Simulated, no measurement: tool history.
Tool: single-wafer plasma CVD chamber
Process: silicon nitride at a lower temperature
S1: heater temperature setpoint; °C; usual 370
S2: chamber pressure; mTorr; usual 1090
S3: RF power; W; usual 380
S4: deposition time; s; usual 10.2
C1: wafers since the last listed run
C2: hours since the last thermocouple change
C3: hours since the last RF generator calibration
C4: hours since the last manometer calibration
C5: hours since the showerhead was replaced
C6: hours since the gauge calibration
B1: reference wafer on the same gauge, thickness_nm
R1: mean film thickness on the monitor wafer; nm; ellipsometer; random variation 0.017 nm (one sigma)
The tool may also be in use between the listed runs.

run 1 hour=0.0 | S1=370 S2=1090 S3=380 S4=11.5 | C1=0 C2=323.6 C3=660.3 C4=2127.7 C5=3924.4 C6=192.4 | B1=10.306 | R1=12.608
run 2 hour=35.3 | S1=370 S2=1090 S3=380 S4=11.6 | C1=1097 C2=358.9 C3=695.6 C4=2163.0 C5=3959.7 C6=227.7 | B1=10.296 | R1=12.706
run 3 hour=69.3 | S1=370 S2=1090 S3=380 S4=11.6 | C1=1057 C2=392.9 C3=729.6 C4=2197.0 C5=3993.7 C6=261.7 | B1=10.302 | R1=12.738
run 4 hour=111.7 | S1=377 S2=1090 S3=380 S4=10.2 | C1=1318 C2=435.3 C3=772.0 C4=2239.4 C5=4036.1 C6=304.1 | B1=10.304 | R1=11.156
run 5 hour=201.0 | S1=370 S2=1090 S3=380 S4=10.2 | C1=2776 C2=524.6 C3=861.3 C4=2328.7 C5=4125.4 C6=393.4 | B1=10.290 | R1=11.114
-- hour=242.3 capacitance manometer re-zeroed and calibrated
run 6 hour=260.3 | S1=370 S2=1090 S3=380 S4=10.2 | C1=1595 C2=583.9 C3=920.6 C4=18.0 C5=4184.7 C6=452.7 | B1=10.303 | R1=11.364
-- hour=304.6 showerhead replaced
-- hour=325.4 gauge calibrated
run 7 hour=329.8 | S1=370 S2=1090 S3=380 S4=10.2 | C1=1912 C2=653.4 C3=990.1 C4=87.5 C5=25.2 C6=4.4 | B1=10.297 | R1=11.329
run 8 hour=392.6 | S1=370 S2=1090 S3=335 S4=10.2 | C1=1952 C2=716.2 C3=1052.9 C4=150.3 C5=88.0 C6=67.2 | B1=10.300 | R1=10.452
run 9 hour=434.7 | S1=358 S2=1090 S3=445 S4=10.2 | C1=1309 C2=758.3 C3=1095.0 C4=192.4 C5=130.1 C6=109.3 | B1=10.300 | R1=12.498
-- hour=466.7 RF generator calibrated
run 10 hour=494.7 | S1=370 S2=1090 S3=380 S4=10.2 | C1=1616 C2=818.3 C3=28.0 C4=252.4 C5=190.1 C6=169.3 | B1=10.298 | R1=11.445
run 11 hour=554.2 | S1=357 S2=1090 S3=380 S4=9.3 | C1=1850 C2=877.8 C3=87.5 C4=311.9 C5=249.6 C6=228.8 | B1=10.294 | R1=10.512
-- hour=582.0 thermocouple changed; heater temperature recalibrated
run 12 hour=625.8 | S1=370 S2=1090 S3=380 S4=11.1 | C1=1977 C2=43.8 C3=159.1 C4=383.5 C5=321.2 C6=300.4 | B1=10.293 | R1=12.414
run 13 hour=697.6 | S1=370 S2=1090 S3=405 S4=8.3 | C1=2232 C2=115.6 C3=230.9 C4=455.3 C5=393.0 C6=372.2 | B1=10.297 | R1=9.667
run 14 hour=746.7 | S1=370 S2=1090 S3=380 S4=10.2 | C1=1526 C2=164.7 C3=280.0 C4=504.4 C5=442.1 C6=421.3 | B1=10.298 | R1=11.368

3 ways to go on from here, each from the tool as it stands after run 14. What would each give?
run A hour=747.1 | S1=370 S2=1090 S3=310 S4=10.2 | C1=12 C2=165.1 C3=280.4 C4=504.8 C5=442.5 C6=421.7 | B1=? | R1=?
run B hour=747.1 | S1=356 S2=1090 S3=380 S4=10.2 | C1=12 C2=165.1 C3=280.4 C4=504.8 C5=442.5 C6=421.7 | B1=? | R1=?
run C hour=747.1 | S1=370 S2=1160 S3=380 S4=9.3 | C1=12 C2=165.1 C3=280.4 C4=504.8 C5=442.5 C6=421.7 | B1=? | R1=?

run=A B1=10.304 R1=10.027
run=B B1=10.304 R1=11.486
run=C B1=10.304 R1=10.556
Without the tool's hidden state the same runs would have given:
run=A R1=10.121
run=B R1=11.592
run=C R1=10.653
